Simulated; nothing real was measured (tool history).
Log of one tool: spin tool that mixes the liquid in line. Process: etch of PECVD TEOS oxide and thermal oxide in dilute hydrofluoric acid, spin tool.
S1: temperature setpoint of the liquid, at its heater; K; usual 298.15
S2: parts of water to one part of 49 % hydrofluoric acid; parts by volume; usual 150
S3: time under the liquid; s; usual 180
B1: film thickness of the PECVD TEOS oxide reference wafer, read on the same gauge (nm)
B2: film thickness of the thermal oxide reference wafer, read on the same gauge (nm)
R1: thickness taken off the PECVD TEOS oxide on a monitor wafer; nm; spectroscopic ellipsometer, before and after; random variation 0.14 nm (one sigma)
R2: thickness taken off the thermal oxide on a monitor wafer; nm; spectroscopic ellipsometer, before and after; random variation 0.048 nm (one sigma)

run 1 hour=0.0 | S1=298.15 S2=100 S3=180 | B1=130.02 B2=140.07 | R1=23.72 R2=9.16
run 2 hour=46.0 | S1=298.15 S2=100 S3=180 | B1=129.96 B2=140.02 | R1=24.37 R2=9.13
run 3 hour=133.9 | S1=298.15 S2=100 S3=180 | B1=130.03 B2=140.04 | R1=24.13 R2=9.17
run 4 hour=192.1 | S1=298.15 S2=150 S3=180 | B1=130.00 B2=140.01 | R1=15.12 R2=5.81
run 5 hour=297.1 | S1=298.15 S2=150 S3=180 | B1=130.04 B2=140.00 | R1=15.41 R2=5.87
run 6 hour=380.9 | S1=298.15 S2=150 S3=180 | B1=130.00 B2=140.04 | R1=15.16 R2=5.99
run 7 hour=420.3 | S1=298.15 S2=150 S3=180 | B1=129.96 B2=139.97 | R1=15.66 R2=5.82
run 8 hour=493.7 | S1=298.15 S2=150 S3=180 | B1=130.01 B2=140.02 | R1=15.46 R2=5.91
run 9 hour=584.6 | S1=300.15 S2=150 S3=180 | B1=130.04 B2=140.06 | R1=16.84 R2=6.36
-- hour=595.1 gauge calibrated
-- hour=646.8 thermometer replaced
run 10 hour=692.6 | S1=300.15 S2=150 S3=180 | B1=129.97 B2=140.02 | R1=16.77 R2=6.42
run 11 hour=733.6 | S1=298.15 S2=75 S3=180 | B1=129.94 B2=140.00 | R1=34.09 R2=12.99
run 12 hour=814.7 | S1=300.15 S2=120 S3=75 | B1=130.05 B2=140.01 | R1=9.06 R2=3.50
run 13 hour=863.5 | S1=298.15 S2=150 S3=115 | B1=130.02 B2=139.96 | R1=10.21 R2=3.83
-- hour=955.8 hydrofluoric acid flow meter replaced
run 14 hour=961.6 | S1=298.15 S2=150 S3=180 | B1=130.03 B2=139.98 | R1=14.44 R2=5.58
run 15 hour=1029.1 | S1=299.65 S2=150 S3=120 | B1=129.99 B2=139.99 | R1=10.44 R2=3.93
run 16 hour=1172.5 | S1=298.15 S2=150 S3=180 | B1=130.00 B2=140.02 | R1=14.47 R2=5.62
run 17 hour=1250.7 | S1=302.15 S2=210 S3=75 | B1=129.99 B2=140.01 | R1=4.76 R2=1.79
run 18 hour=1322.5 | S1=298.15 S2=225 S3=80 | B1=129.99 B2=140.00 | R1=4.12 R2=1.52
run 19 hour=1390.7 | S1=301.15 S2=150 S3=180 | B1=130.01 B2=140.04 | R1=16.65 R2=6.28
run 20 hour=1431.3 | S1=298.15 S2=150 S3=180 | B1=129.98 B2=140.00 | R1=14.70 R2=5.65

Forecast each of these 5 alternatives for the next run:
run A hour=1431.8 | S1=302.15 S2=150 S3=180 | B1=? B2=? | R1=? R2=?
run B hour=1431.8 | S1=298.15 S2=115 S3=115 | B1=? B2=? | R1=? R2=?
run C hour=1431.8 | S1=300.15 S2=90 S3=265 | B1=? B2=? | R1=? R2=?
run D hour=1431.8 | S1=300.65 S2=150 S3=180 | B1=? B2=? | R1=? R2=?
run E hour=1431.8 | S1=294.15 S2=150 S3=180 | B1=? B2=? | R1=? R2=?

run=A B1=129.98 B2=140.03 R1=17.17 R2=6.59
run=B B1=129.98 B2=140.03 R1=12.84 R2=4.93
run=C B1=129.98 B2=140.03 R1=42.15 R2=16.18
run=D B1=129.98 B2=140.03 R1=16.25 R2=6.23
run=E B1=129.98 B2=140.03 R1=12.67 R2=4.86
Without the tool's hidden state the same runs would have given:
run=A R1=16.41 R2=6.30
run=B R1=12.29 R2=4.72
run=C R1=40.39 R2=15.50
run=D R1=15.53 R2=5.96
run=E R1=12.12 R2=4.65
